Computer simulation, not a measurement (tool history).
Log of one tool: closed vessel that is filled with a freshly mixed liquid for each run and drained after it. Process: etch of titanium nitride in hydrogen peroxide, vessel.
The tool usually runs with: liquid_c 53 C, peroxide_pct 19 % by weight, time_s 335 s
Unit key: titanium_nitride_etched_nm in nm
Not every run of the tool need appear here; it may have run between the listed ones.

| run | hour | liquid_c | peroxide_pct | time_s | read-back film thickness of the titanium nitride reference wafer, read on the same gauge (nm) | titanium_nitride_etched_nm |
|---|---|---|---|---|---|---|
| 1 | 0 | 59 | 17.5 | 335 | 70.01 | 14.98 |
|  | 24.7 | gauge calibrated |
| 2 | 31.8 | 59 | 17.5 | 335 | 69.98 | 15.02 |
| 3 | 44.4 | 59 | 17.5 | 335 | 69.99 | 14.89 |
| 4 | 77 | 53 | 17.5 | 335 | 69.98 | 9.82 |
| 5 | 106.2 | 53 | 17.5 | 335 | 69.99 | 9.77 |
| 6 | 132.9 | 53 | 19 | 455 | 70 | 13.42 |
| 7 | 165.7 | 53 | 21 | 335 | 70.01 | 10.13 |
| 8 | 229.5 | 53 | 21 | 335 | 70.01 | 10.12 |
|  | 236.2 | new drum of peroxide connected |
|  | 239.2 | thermometer replaced |
| 9 | 258.2 | 53 | 21 | 335 | 70.01 | 9.68 |
| 10 | 277.3 | 53 | 19 | 400 | 70 | 11.26 |
| 11 | 293.5 | 53 | 19 | 335 | 70.01 | 9.47 |
|  | 295.6 | peroxide flow meter replaced |
| 12 | 319.8 | 50 | 16.5 | 215 | 70.01 | 4.74 |
|  | 339.5 | thermometer replaced, repeated, since the last time left the tool worse |
| 13 | 341.2 | 53 | 19 | 335 | 70 | 10.43 |
|  | 366.7 | gauge calibrated |
| 14 | 377.7 | 53 | 21 | 335 | 70 | 10.7 |
| 15 | 394.4 | 60 | 16 | 405 | 70 | 19.74 |
| 16 | 428 | 53 | 13.5 | 435 | 70.02 | 12.55 |
| 17 | 441 | 61.5 | 19 | 135 | 69.96 | 7.55 |
| 18 | 467.5 | 45 | 19 | 335 | 70.01 | 5.79 |
| 19 | 499.7 | 58 | 22.5 | 335 | 70.01 | 15.14 |
| 20 | 518.5 | 53 | 19 | 335 | 70.01 | 10.43 |
| 21 | 547.4 | 53 | 19 | 335 | 70.03 | 10.24 |
| 22 | 562.9 | 53 | 22 | 335 | 69.99 | 10.65 |

How would selected steps in titanium_nitride_etched_nm from run to run divide? Give the signed amount a tool lacking its hidden state would still show from settings, what came in and random variation, and the signed amount left for the hidden state, including any gauge scatter that is not in both of the compared results.
Unlogged tool condition in this case: liquid colder than its thermometer reads (K); peroxide flow above the setpoint (%); peroxide weaker than its label (%); gauge reads high (%).
Run 11 -> 12: liquid_c 53 -> 50, peroxide_pct 19 -> 16.5, time_s 335 -> 215, peroxide flow meter replaced. titanium_nitride_etched_nm -4.73 nm: hidden state +0.49, all else -5.22.
Run 12 -> 13: liquid_c 50 -> 53, peroxide_pct 16.5 -> 19, time_s 215 -> 335, thermometer replaced, repeated, since the last time left the tool worse. titanium_nitride_etched_nm +5.69 nm: hidden state +0.51, all else +5.18.
Run 14 -> 15: liquid_c 53 -> 60, peroxide_pct 21 -> 16, time_s 335 -> 405. titanium_nitride_etched_nm +9.04 nm: hidden state -0.02, all else +9.06.
Run 18 -> 19: liquid_c 45 -> 58, peroxide_pct 19 -> 22.5. titanium_nitride_etched_nm +9.35 nm: hidden state -0.05, all else +9.4.
